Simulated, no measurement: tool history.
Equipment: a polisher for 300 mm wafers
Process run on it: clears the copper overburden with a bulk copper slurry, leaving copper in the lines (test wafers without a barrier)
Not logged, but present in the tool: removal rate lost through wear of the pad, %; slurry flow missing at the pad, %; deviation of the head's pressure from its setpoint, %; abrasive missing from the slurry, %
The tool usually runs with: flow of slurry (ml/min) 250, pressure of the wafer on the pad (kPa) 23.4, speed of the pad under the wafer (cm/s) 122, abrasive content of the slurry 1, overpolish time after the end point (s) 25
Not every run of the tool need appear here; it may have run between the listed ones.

| run | hour | flow of slurry (ml/min) | pressure of the wafer on the pad (kPa) | speed of the pad under the wafer (cm/s) | abrasive content of the slurry | overpolish time after the end point (s) | wafers since the last listed run | wafers polished on this pad | hours since the slurry nozzle was cleaned | hours since the head pressure was calibrated | hours since the slurry blender was calibrated | incoming thickness of the incoming film, nm | time until the end point was called (s) | dishing of a wide line in a test structure (nm) |
|---|---|---|---|---|---|---|---|---|---|---|---|---|---|---|
| 1 | 0 | 250 | 23.4 | 122 | 1 | 31 | 0 | 1632 | 451.5 | 251.6 | 223.8 | 812.9 | 57.1 | 82.6 |
| 2 | 39.8 | 250 | 23.4 | 122 | 1 | 31 | 437 | 2069 | 491.3 | 291.4 | 263.6 | 808.6 | 57.9 | 80.4 |
| 3 | 71.8 | 250 | 23.4 | 122 | 1 | 25 | 351 | 2421 | 523.3 | 323.4 | 295.6 | 822.6 | 56.7 | 77.8 |
| 4 | 134.6 | 250 | 23.4 | 122 | 1 | 25 | 690 | 3112 | 586.1 | 386.2 | 358.4 | 802.4 | 56.1 | 76.6 |
|  | 143.9 | worn pad replaced by a new one |
|  | 165.7 | slurry blender recalibrated |
| 5 | 215.8 | 250 | 23.4 | 122 | 1 | 25 | 826 | 768 | 667.3 | 467.4 | 50.1 | 824.3 | 57.9 | 80.1 |
|  | 218.8 | slurry nozzle cleaned |
| 6 | 280 | 290 | 23.4 | 106 | 1 | 25 | 694 | 1463 | 61.2 | 531.6 | 114.3 | 797.6 | 60.4 | 76 |
| 7 | 312.8 | 290 | 23.4 | 106 | 1 | 25 | 360 | 1823 | 94 | 564.4 | 147.1 | 819.9 | 62 | 79.9 |
| 8 | 356.9 | 250 | 28.3 | 122 | 1 | 25 | 484 | 2308 | 138.1 | 608.5 | 191.2 | 815.3 | 46.7 | 83.8 |
|  | 403.5 | worn pad replaced by a new one |
| 9 | 407.4 | 250 | 28.3 | 122 | 1 | 25 | 511 | 42 | 188.6 | 659 | 241.7 | 818 | 49.5 | 82.7 |
| 10 | 470.2 | 250 | 28.3 | 122 | 1 | 25 | 690 | 732 | 251.4 | 721.8 | 304.5 | 799.6 | 51.6 | 82 |
| 11 | 530.6 | 285 | 23.4 | 122 | 1 | 25 | 664 | 1396 | 311.8 | 782.2 | 364.9 | 803.4 | 62.4 | 80.3 |
|  | 587.9 | slurry blender recalibrated |
| 12 | 596.5 | 295 | 23.4 | 122 | 1 | 25 | 702 | 2099 | 377.7 | 848.1 | 8.6 | 814.7 | 61.7 | 79.3 |
|  | 659.8 | worn pad replaced by a new one, repeated, since the last time left the tool worse |
| 13 | 660.3 | 225 | 29 | 122 | 1 | 25 | 657 | 5 | 441.5 | 911.9 | 72.4 | 802.7 | 44.4 | 84.6 |
| 14 | 765.9 | 300 | 23.4 | 122 | 1 | 21 | 1160 | 1166 | 547.1 | 1017.5 | 178 | 810.1 | 55.5 | 77.2 |
| 15 | 822.5 | 250 | 23.4 | 122 | 0.85 | 25 | 622 | 1788 | 603.7 | 1074.1 | 234.6 | 811.3 | 58.3 | 78.3 |
| 16 | 867 | 250 | 28.3 | 122 | 1 | 25 | 489 | 2277 | 648.2 | 1118.6 | 279.1 | 802.9 | 46.2 | 82.7 |
| 17 | 902 | 280 | 23.4 | 102 | 1.15 | 11 | 384 | 2662 | 683.2 | 1153.6 | 314.1 | 796.9 | 59.9 | 59.9 |
|  | 911 | head pressure recalibrated |
|  | 922.7 | worn pad replaced by a new one |
|  | 925.4 | slurry blender recalibrated |
| 18 | 940.8 | 250 | 16.5 | 122 | 0.75 | 25 | 338 | 177 | 722 | 29.8 | 15.4 | 806.9 | 80.4 | 68.1 |
|  | 969.9 | slurry nozzle cleaned |
| 19 | 993.2 | 250 | 23.4 | 122 | 0.8 | 25 | 565 | 742 | 23.3 | 82.2 | 67.8 | 811.7 | 57.8 | 77.7 |
| 20 | 1047.9 | 250 | 17.9 | 134 | 1 | 25 | 601 | 1343 | 78 | 136.9 | 122.5 | 818.1 | 70.7 | 73.7 |
| 21 | 1079.1 | 290 | 23.4 | 106 | 1 | 25 | 343 | 1686 | 109.2 | 168.1 | 153.7 | 808.1 | 62.7 | 78.2 |
| 22 | 1130.6 | 250 | 29 | 102 | 0.7 | 19 | 566 | 2252 | 160.7 | 219.6 | 205.2 | 820 | 55 | 79.7 |
|  | 1157.3 | worn pad replaced by a new one |
| 23 | 1183.7 | 250 | 23.4 | 122 | 1 | 25 | 539 | 290 | 213.8 | 272.7 | 258.3 | 794.2 | 53.5 | 76.9 |
| 24 | 1239.4 | 250 | 23.4 | 96 | 0.9 | 25 | 612 | 902 | 269.5 | 328.4 | 314 | 803.4 | 67.1 | 76.1 |
| 25 | 1306.2 | 250 | 26.9 | 122 | 1 | 25 | 734 | 1637 | 336.3 | 395.2 | 380.8 | 806.4 | 48.2 | 80.9 |

Consider 3 possible next runs. They are alternatives, not a sequence: every one starts from the tool as it was left by run 25. What does each give?
| A | 1306.6 | 250 | 23.4 | 122 | 1 | 40 | 4 | 1641 | 336.7 | 395.6 | 381.2 | 794.2 | ? | ? |
| B | 1306.6 | 315 | 23.4 | 92 | 0.7 | 14 | 4 | 1641 | 336.7 | 395.6 | 381.2 | 794.2 | ? | ? |
| C | 1306.6 | 250 | 23.4 | 150 | 1 | 25 | 4 | 1641 | 336.7 | 395.6 | 381.2 | 794.2 | ? | ? |

| run | time until the end point was called (s) | dishing of a wide line in a test structure (nm) |
|---|---|---|
| A | 54.8 | 80 |
| B | 69.1 | 62.1 |
| C | 47.4 | 78.6 |
Take away the tool's hidden state, keep each run's random variation, and the runs would have read:
| run | time until the end point was called (s) | dishing of a wide line in a test structure (nm) |
|---|---|---|
| A | 52 | 80 |
| B | 65.6 | 63.5 |
| C | 45 | 79 |
